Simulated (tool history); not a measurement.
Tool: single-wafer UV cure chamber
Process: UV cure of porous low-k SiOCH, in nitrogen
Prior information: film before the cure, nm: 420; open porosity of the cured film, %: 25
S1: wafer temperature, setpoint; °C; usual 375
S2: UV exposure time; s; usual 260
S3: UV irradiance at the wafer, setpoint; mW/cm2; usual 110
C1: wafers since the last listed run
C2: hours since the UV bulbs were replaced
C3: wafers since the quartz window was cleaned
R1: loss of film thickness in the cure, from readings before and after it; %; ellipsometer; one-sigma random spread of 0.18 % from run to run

Run 1, hour 0.0: usual settings but S2 195 s; C1 0; C2 2070.6; C3 2010. Result: R1 11.382 %.
Run 2, hour 35.5: usual settings but S2 195 s; C1 153; C2 2106.1; C3 2164. Result: R1 11.447 %.
At hour 55.2: quartz window cleaned.
Run 3, hour 55.7: usual settings; C1 52; C2 2126.3; C3 2. Result: R1 13.562 %.
Run 4, hour 80.1: usual settings but S1 363 °C; C1 105; C2 2150.7; C3 107. Result: R1 13.041 %.
Run 5, hour 110.0: usual settings but S1 363 °C; C1 129; C2 2180.6; C3 237. Result: R1 13.116 %.
Run 6, hour 145.3: usual settings but S1 363 °C; C1 152; C2 2215.9; C3 390. Result: R1 13.022 %.
Run 7, hour 248.5: usual settings; C1 446; C2 2319.1; C3 837. Result: R1 13.276 %.
Run 8, hour 279.4: usual settings; C1 133; C2 2350.0; C3 970. Result: R1 12.774 %.
Run 9, hour 293.1: usual settings; C1 59; C2 2363.7; C3 1030. Result: R1 13.231 %.
Run 10, hour 317.4: usual settings but S2 320 s; C1 105; C2 2388.0; C3 1135. Result: R1 14.109 %.
At hour 349.2: UV bulbs replaced.
Run 11, hour 349.7: usual settings but S2 320 s; C1 105; C2 0.5; C3 1240. Result: R1 13.835 %.
Run 12, hour 380.2: usual settings but S2 320 s; C1 132; C2 31.0; C3 1372. Result: R1 14.161 %.
Run 13, hour 405.5: usual settings; C1 109; C2 56.3; C3 1482. Result: R1 12.824 %.
Run 14, hour 427.9: usual settings; C1 97; C2 78.7; C3 1579. Result: R1 12.968 %.
Run 15, hour 451.9: usual settings but S3 133 mW/cm2; C1 103; C2 102.7; C3 1683. Result: R1 13.909 %.
Run 16, hour 480.0: usual settings; C1 121; C2 130.8; C3 1804. Result: R1 12.762 %.
Run 17, hour 502.3: usual settings; C1 96; C2 153.1; C3 1901. Result: R1 12.673 %.
Run 18, hour 535.9: usual settings; C1 145; C2 186.7; C3 2047. Result: R1 12.679 %.
Run 19, hour 550.8: usual settings; C1 64; C2 201.6; C3 2111. Result: R1 12.578 %.
At hour 560.1: quartz window cleaned.
Run 20, hour 563.5: usual settings; C1 20; C2 214.3; C3 14. Result: R1 11.965 %.
Run 21, hour 575.8: usual settings; C1 53; C2 226.6; C3 67. Result: R1 11.981 %.
Run 22, hour 611.3: usual settings but S2 350 s, S3 120 mW/cm2; C1 153; C2 262.1; C3 221. Result: R1 13.983 %.
Run 23, hour 645.1: usual settings but S1 362 °C, S3 128 mW/cm2; C1 146; C2 295.9; C3 367. Result: R1 12.540 %.
Run 24, hour 664.6: usual settings but S2 315 s, S3 146 mW/cm2; C1 84; C2 315.4; C3 452. Result: R1 14.807 %.
Run 25, hour 679.2: usual settings but S1 389 °C, S2 215 s, S3 143 mW/cm2; C1 63; C2 330.0; C3 515. Result: R1 12.800 %.
Run 26, hour 697.3: usual settings but S1 356 °C; C1 78; C2 348.1; C3 593. Result: R1 11.696 %.
Run 27, hour 722.2: usual settings; C1 107; C2 373.0; C3 701. Result: R1 12.191 %.
At hour 742.6: quartz window cleaned, repeated, since the last time left the tool worse.
Run 28, hour 745.8: usual settings but S1 363 °C, S2 385 s; C1 67; C2 396.6; C3 13. Result: R1 15.242 %.
Run 29, hour 769.7: usual settings; C1 103; C2 420.5; C3 117. Result: R1 13.449 %.
Run 30, hour 793.6: usual settings but S3 72 mW/cm2; C1 103; C2 444.4; C3 220. Result: R1 11.262 %.
Run 31, hour 828.0: usual settings; C1 148; C2 478.8; C3 369. Result: R1 13.530 %.
Run 32, hour 848.3: usual settings but S1 362 °C, S2 210 s, S3 96 mW/cm2; C1 87; C2 499.1; C3 457. Result: R1 11.737 %.
Run 33, hour 875.5: usual settings but S1 386 °C, S2 200 s, S3 128 mW/cm2; C1 117; C2 526.3; C3 575. Result: R1 12.813 %.
Run 34, hour 894.5: usual settings but S2 320 s; C1 82; C2 545.3; C3 657. Result: R1 14.585 %.
Run 35, hour 923.0: usual settings but S2 155 s; C1 123; C2 573.8; C3 781. Result: R1 11.180 %.
Run 36, hour 939.1: usual settings; C1 69; C2 589.9; C3 850. Result: R1 13.450 %.
Run 37, hour 956.0: usual settings but S2 120 s; C1 73; C2 606.8; C3 924. Result: R1 9.452 %.
Run 38, hour 976.6: usual settings but S3 80 mW/cm2; C1 89; C2 627.4; C3 1013. Result: R1 11.460 %.
Run 39, hour 990.4: usual settings but S1 363 °C; C1 59; C2 641.2; C3 1073. Result: R1 13.160 %.
Run 40, hour 1018.3: usual settings but S2 140 s; C1 120; C2 669.1; C3 1193. Result: R1 10.153 %.
Run 41, hour 1053.2: usual settings but S2 320 s, S3 130 mW/cm2; C1 151; C2 704.0; C3 1345. Result: R1 15.135 %.
Run 42, hour 1085.1: usual settings; C1 138; C2 735.9; C3 1483. Result: R1 13.171 %.
Run 43, hour 1103.8: usual settings but S1 389 °C, S2 365 s, S3 82 mW/cm2; C1 80; C2 754.6; C3 1564. Result: R1 13.640 %.

How the hidden state differs across the entries between the runs, from the last listed run before each to the first after it:
Between runs 2 and 3: quartz window cleaned (hour 55.2)
  transmission lost against a clean window, %: 12 -> 3.87
  measured minus no-state result, R1: -0.623 -> -0.204 %
Between runs 10 and 11: UV bulbs replaced (hour 349.2)
  transmission lost against a clean window, %: 7.05 -> 7.88
  measured minus no-state result, R1: -0.373 -> -0.412 %
Between runs 19 and 20: quartz window cleaned (hour 560.1)
  transmission lost against a clean window, %: 15.2 -> 24.5
  measured minus no-state result, R1: -0.821 -> -1.389 %
Between runs 27 and 28: quartz window cleaned, repeated, since the last time left the tool worse (hour 742.6)
  transmission lost against a clean window, %: 25.7 -> 1.01
  measured minus no-state result, R1: -1.504 -> -0.053 %
